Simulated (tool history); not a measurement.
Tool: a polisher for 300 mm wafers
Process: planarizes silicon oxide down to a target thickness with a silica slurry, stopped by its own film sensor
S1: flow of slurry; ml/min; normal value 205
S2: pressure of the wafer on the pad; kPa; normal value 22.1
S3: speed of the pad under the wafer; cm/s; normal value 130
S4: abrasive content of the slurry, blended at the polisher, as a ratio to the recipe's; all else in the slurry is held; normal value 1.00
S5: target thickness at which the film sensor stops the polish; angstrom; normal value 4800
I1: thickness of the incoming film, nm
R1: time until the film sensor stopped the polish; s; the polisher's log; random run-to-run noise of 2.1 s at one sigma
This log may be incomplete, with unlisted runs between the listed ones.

run   hour   S1    S2   S3    S4    S5     I1     R1
  1    0.0  205  22.1  130  1.00  4800  909.1  130.4
  2   16.8  205  22.1  130  1.00  4800  911.3  128.5
  3   27.1  205  22.1  130  1.00  4800  915.2  135.3
  4   42.0  205  22.1  130  1.00  4800  899.4  128.1
  5   54.6  160  24.8   86  1.00  4800  893.4  173.5
  6   65.7  205  22.1  130  1.00  4800  904.8  132.1
  7   82.4  175  18.6  170  1.00  3580  908.2  161.2
      89.5  -- worn pad replaced by a new one, of another model than before
  8   90.3  250  29.0  130  1.00  4800  908.1  111.2
  9  101.9  205  22.1  130  1.10  6190  907.5   86.3
 10  113.6  205  22.1  130  1.00  4800  896.7  134.8
     117.1  -- head pressure recalibrated
 11  128.1  205  22.1  130  1.00  3740  886.8  160.8
 12  140.2  205  16.5  100  1.00  4800  891.0  169.5
 13  154.2  205  22.1  130  1.00  4800  889.8  126.6
 14  161.6  150  22.1  130  0.80  3530  884.9  205.9
     166.8  -- conditioning disc replaced and pad reconditioned
 15  177.6  205  22.1  170  1.25  5950  909.2   76.7
 16  186.4  205  27.6  130  1.00  4800  901.0  119.8
 17  201.3  205  22.1  130  1.00  6010  904.1   97.6
 18  219.0  205  22.1  130  1.00  4800  888.4  132.9
 19  230.5  160  18.6   98  1.25  4800  904.1  169.3
 20  245.6  205  22.1  130  1.00  5170  887.1  117.4
 21  252.7  205  22.1  104  1.00  5440  897.8  129.4
 22  260.5  205  22.1  130  1.00  4800  900.5  138.3
 23  273.5  205  22.1  114  1.00  4800  890.3  148.9
 24  281.2  205  22.1  130  1.00  4800  897.8  142.1
 25  291.2  170  22.1  102  0.85  5910  895.7  129.8

The logged runs with the hidden state left out (each run's random variation unchanged):
The hidden state here: removal rate lost through wear of the pad, %; slurry flow missing at the pad, %; deviation of the head's pressure from its setpoint, %; abrasive missing from the slurry, %; time polished since the conditioner stopped cutting, s.
run     R1
  1  126.4
  2  124.1
  3  130.3
  4  123.0
  5  166.2
  6  126.1
  7  153.4
  8  105.6
  9   82.0
 10  127.3
 11  151.4
 12  159.1
 13  118.4
 14  190.8
 15   71.9
 16  111.2
 17   90.2
 18  122.3
 19  156.7
 20  107.3
 21  118.0
 22  125.9
 23  135.1
 24  128.6
 25  116.3
